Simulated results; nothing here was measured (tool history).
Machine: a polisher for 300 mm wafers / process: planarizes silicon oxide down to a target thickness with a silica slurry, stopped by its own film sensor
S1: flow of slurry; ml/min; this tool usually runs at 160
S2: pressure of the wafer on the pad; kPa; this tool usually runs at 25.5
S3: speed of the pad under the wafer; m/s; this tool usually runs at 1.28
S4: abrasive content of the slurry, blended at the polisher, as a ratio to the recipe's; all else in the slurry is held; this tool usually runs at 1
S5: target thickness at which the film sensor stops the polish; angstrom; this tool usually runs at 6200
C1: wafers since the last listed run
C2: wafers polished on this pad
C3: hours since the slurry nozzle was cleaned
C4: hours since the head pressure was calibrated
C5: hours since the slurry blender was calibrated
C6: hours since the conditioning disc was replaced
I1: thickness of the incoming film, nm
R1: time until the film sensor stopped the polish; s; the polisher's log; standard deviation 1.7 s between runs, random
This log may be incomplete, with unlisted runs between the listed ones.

run   hour   S1    S2    S3   S4    S5    C1    C2     C3     C4     C5     C6     I1     R1
  1      0  160  25.5  1.06    1  6200     0   968  251.3  386.9    6.6  222.6  929.7  113.7
  2   16.3  160  32.4  1.28    1  6200   179  1147  267.6  403.2   22.9  238.9  926.5   79.7
  3   32.4  160  32.4  1.28    1  6200   176  1324  283.7  419.3     39    255  911.3   78.4
      39.2  -- conditioning disc replaced and pad reconditioned
      41.5  -- worn pad replaced by a new one
  4   45.1  160  32.4  1.28    1  6200    92    39  296.4    432   51.7    5.9    950   88.1
  5     72  160  25.5  1.28    1  6200   295   335  323.3  458.9   78.6   32.8  939.7  109.1
  6   85.9  160  25.5  1.28    1  6200   152   488  337.2  472.8   92.5   46.7  924.3  107.8
  7  113.7  160  25.5  1.28    1  6560   305   793    365  500.6  120.3   74.5  930.4     97
     122.2  -- slurry nozzle cleaned
  8  131.9  160  25.5  1.28    1  6560   189   982    9.7  518.8  138.5   92.7    910   91.9
  9  162.6  160  25.5  1.28    1  6560   337  1320   40.4  549.5  169.2  123.4  928.8  100.4
     184.7  -- worn pad replaced by a new one
 10  198.5  180  25.5  1.28    1  6200   350   151   76.3  585.4  205.1  159.3  942.5  130.4
     210.9  -- slurry blender recalibrated
 11  225.8  180  25.5  1.28    1  6200   278   429  103.6  612.7   14.9  186.6  928.5  104.6
 12  257.1  160  25.5  1.28    1  6200   344   773  134.9    644   46.2  217.9  940.8  112.7
       272  -- conditioning disc replaced and pad reconditioned
 13  290.3  160  25.5  1.28    1  6200   342  1116  168.1  677.2   79.4   18.3  922.3  108.8
     322.1  -- worn pad replaced by a new one, of another model than before
       343  -- head pressure recalibrated
 14  390.4  160  25.5  1.28    1  6200  1034   728  268.2   47.4  179.5  118.4  939.9  125.4
     404.3  -- slurry blender recalibrated
 15  421.2  140  25.5  1.12    1  6200   316  1045    299   78.2   16.9  149.2  932.8  115.7
 16  449.4  160  25.5  1.28    1  6560   310  1355  327.2  106.4   45.1  177.4  914.8   84.3
 17  464.8  160    29  0.86    1  6840   169  1524  342.6  121.8   60.5  192.8  934.4  100.7
     474.3  -- worn pad replaced by a new one
     487.2  -- slurry nozzle cleaned
 18  494.8  160  25.5  1.28    1  5230   274   214    7.6  151.8   90.5  222.8  924.5    143
 19  518.4  160  25.5  1.28    1  6200   259   474   31.2  175.4  114.1  246.4  933.5  110.3
     532.1  -- conditioning disc replaced and pad reconditioned
 20  535.8  160  25.5  1.56  1.2  6200   169   643   48.6  192.8  131.5    3.7  923.9   87.2
 21  567.9  160  32.4  1.54    1  5410   352   996   80.7  224.9  163.6   35.8    914  102.9
 22  580.5  160  25.5  0.88    1  6630   138  1134   93.3  237.5  176.2   48.4  940.1  133.8
       588  -- slurry blender recalibrated
 23  622.5  135  25.5   1.7  1.1  6690   439  1574  135.3  279.5   34.5   90.4  946.3   76.1
     635.7  -- worn pad replaced by a new one
 24  640.8  160  25.5  1.28    1  6200   157    56  153.6  297.8   52.8  108.7  935.2    107
 25  675.5  160  25.5  1.28    1  6200   381   437  188.3  332.5   87.5  143.4  928.7  108.2
 26  697.8  160  25.5  1.28    1  6610   245   682  210.6  354.8  109.8  165.7  926.7   97.3

Predict each of these 3 candidate next runs independently; none follows another, all start after run 26:
  A  698.2  160  25.5  1.28    1  6200   4  687  211  355.2  110.2  166.1  937.7   ?
  B  698.2  160  25.5  1.28  1.1  6200   4  687  211  355.2  110.2  166.1  937.7   ?
  C  698.2  160  20.7  1.28    1  6200   4  687  211  355.2  110.2  166.1  937.7   ?

run     R1
  A  114.1
  B  109.3
  C    130
Had the tool no hidden state, the same runs would have come out as:
run     R1
  A  106.5
  B  102.4
  C  121.3

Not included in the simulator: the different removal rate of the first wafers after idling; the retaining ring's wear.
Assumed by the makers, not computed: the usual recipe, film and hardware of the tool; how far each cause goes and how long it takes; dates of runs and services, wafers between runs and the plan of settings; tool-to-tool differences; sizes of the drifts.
